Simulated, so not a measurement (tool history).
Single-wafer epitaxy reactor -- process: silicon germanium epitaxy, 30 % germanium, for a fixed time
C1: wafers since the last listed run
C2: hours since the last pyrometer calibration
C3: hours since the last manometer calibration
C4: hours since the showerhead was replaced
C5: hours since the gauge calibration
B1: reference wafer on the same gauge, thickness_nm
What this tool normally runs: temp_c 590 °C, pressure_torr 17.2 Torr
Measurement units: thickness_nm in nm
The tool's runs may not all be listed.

Run 1, hour 0: usual settings but temp_c 596 °C, pressure_torr 15.9 Torr; C1 0; C2 120.4; C3 992.8; C4 5462.2; C5 206.2; B1 47.609. Result: thickness_nm 50.752 nm.
Run 2, hour 53.2: usual settings but temp_c 596 °C, pressure_torr 15.9 Torr; C1 677; C2 173.6; C3 1046; C4 5515.4; C5 259.4; B1 47.552. Result: thickness_nm 51.229 nm.
Run 3, hour 142.9: usual settings but temp_c 596 °C, pressure_torr 15.9 Torr; C1 1142; C2 263.3; C3 1135.7; C4 5605.1; C5 349.1; B1 47.601. Result: thickness_nm 51.861 nm.
Run 4, hour 206.1: usual settings but temp_c 585 °C; C1 804; C2 326.5; C3 1198.9; C4 5668.3; C5 412.3; B1 47.586. Result: thickness_nm 44.934 nm.
Run 5, hour 369.4: usual settings; C1 2079; C2 489.8; C3 1362.2; C4 5831.6; C5 575.6; B1 47.617. Result: thickness_nm 49.811 nm.
Run 6, hour 441.8: usual settings but temp_c 582 °C, pressure_torr 20.4 Torr; C1 922; C2 562.2; C3 1434.6; C4 5904; C5 648; B1 47.546. Result: thickness_nm 47.206 nm.
Run 7, hour 521.9: usual settings; C1 1020; C2 642.3; C3 1514.7; C4 5984.1; C5 728.1; B1 47.59. Result: thickness_nm 49.463 nm.
Run 8, hour 628.2: usual settings but pressure_torr 14 Torr; C1 1353; C2 748.6; C3 1621; C4 6090.4; C5 834.4; B1 47.607. Result: thickness_nm 44.805 nm.
At hour 647.8: gauge calibrated.
Run 9, hour 695.2: usual settings but pressure_torr 14 Torr; C1 853; C2 815.6; C3 1688; C4 6157.4; C5 47.4; B1 47.603. Result: thickness_nm 45.029 nm.
Run 10, hour 784.1: usual settings but pressure_torr 14 Torr; C1 1132; C2 904.5; C3 1776.9; C4 6246.3; C5 136.3; B1 47.672. Result: thickness_nm 44.826 nm.
Run 11, hour 846.1: usual settings; C1 789; C2 966.5; C3 1838.9; C4 6308.3; C5 198.3; B1 47.602. Result: thickness_nm 50.379 nm.
Run 12, hour 909.3: usual settings; C1 804; C2 1029.7; C3 1902.1; C4 6371.5; C5 261.5; B1 47.564. Result: thickness_nm 50.303 nm.
Run 13, hour 982.7: usual settings; C1 934; C2 1103.1; C3 1975.5; C4 6444.9; C5 334.9; B1 47.566. Result: thickness_nm 50.465 nm.
At hour 1065.8: capacitance manometer re-zeroed and calibrated.
Run 14, hour 1077.4: usual settings; C1 1104; C2 1197.8; C3 11.6; C4 6539.6; C5 429.6; B1 47.6. Result: thickness_nm 48.918 nm.
Run 15, hour 1131: usual settings; C1 682; C2 1251.4; C3 65.2; C4 6593.2; C5 483.2; B1 47.609. Result: thickness_nm 49.44 nm.
Run 16, hour 1212.5: usual settings but temp_c 597 °C, pressure_torr 15.3 Torr; C1 1038; C2 1332.9; C3 146.7; C4 6674.7; C5 564.7; B1 47.552. Result: thickness_nm 51.755 nm.
Run 17, hour 1258.4: usual settings but temp_c 602 °C, pressure_torr 15.1 Torr; C1 584; C2 1378.8; C3 192.6; C4 6720.6; C5 610.6; B1 47.621. Result: thickness_nm 56.207 nm.
At hour 1273.3: showerhead replaced.
Run 18, hour 1355: usual settings but temp_c 603 °C, pressure_torr 13.4 Torr; C1 1128; C2 1475.4; C3 289.2; C4 81.7; C5 707.2; B1 47.611. Result: thickness_nm 53.582 nm.
Run 19, hour 1436.3: usual settings; C1 1035; C2 1556.7; C3 370.5; C4 163; C5 788.5; B1 47.602. Result: thickness_nm 49.676 nm.
Run 20, hour 1486.3: usual settings; C1 636; C2 1606.7; C3 420.5; C4 213; C5 838.5; B1 47.593. Result: thickness_nm 49.633 nm.
At hour 1496.8: pyrometer calibrated.
Run 21, hour 1582.3: usual settings but temp_c 579 °C, pressure_torr 14.6 Torr; C1 1120; C2 85.5; C3 516.5; C4 309; C5 934.5; B1 47.564. Result: thickness_nm 36.163 nm.
Run 22, hour 1619.3: usual settings but temp_c 576 °C; C1 471; C2 122.5; C3 553.5; C4 346; C5 971.5; B1 47.578. Result: thickness_nm 38.006 nm.
At hour 1673.6: gauge calibrated.
Run 23, hour 1722.1: usual settings but temp_c 581 °C; C1 1309; C2 225.3; C3 656.3; C4 448.8; C5 48.5; B1 47.58. Result: thickness_nm 41.535 nm.
Run 24, hour 1789.3: usual settings but temp_c 602 °C; C1 855; C2 292.5; C3 723.5; C4 516; C5 115.7; B1 47.624. Result: thickness_nm 59.193 nm.
Run 25, hour 1868: usual settings but pressure_torr 14 Torr; C1 1002; C2 371.2; C3 802.2; C4 594.7; C5 194.4; B1 47.601. Result: thickness_nm 43.598 nm.
Run 26, hour 1910.8: usual settings but temp_c 598 °C, pressure_torr 14 Torr; C1 545; C2 414; C3 845; C4 637.5; C5 237.2; B1 47.594. Result: thickness_nm 49.851 nm.

Consider 4 possible next runs. They are alternatives, not a sequence: every one starts from the tool as it was left by run 26. What does each give?
Run A, hour 1911.2: usual settings; C1 5; C2 414.4; C3 845.4; C4 637.9; C5 237.6; B1 ?. Result: thickness_nm ?.
Run B, hour 1911.2: usual settings but temp_c 597 °C, pressure_torr 18.9 Torr; C1 5; C2 414.4; C3 845.4; C4 637.9; C5 237.6; B1 ?. Result: thickness_nm ?.
Run C, hour 1911.2: usual settings but temp_c 583 °C, pressure_torr 21.3 Torr; C1 5; C2 414.4; C3 845.4; C4 637.9; C5 237.6; B1 ?. Result: thickness_nm ?.
Run D, hour 1911.2: usual settings but temp_c 580 °C, pressure_torr 14.1 Torr; C1 5; C2 414.4; C3 845.4; C4 637.9; C5 237.6; B1 ?. Result: thickness_nm ?.

run      B1  thickness_nm
  A  47.571        48.789
  B  47.571        57.397
  C  47.571         48.44
  D  47.571        37.135
Without the tool's unlogged condition, the same runs would have read:
run  thickness_nm
  A          46.3
  B         54.49
  C         45.95
  D        35.221
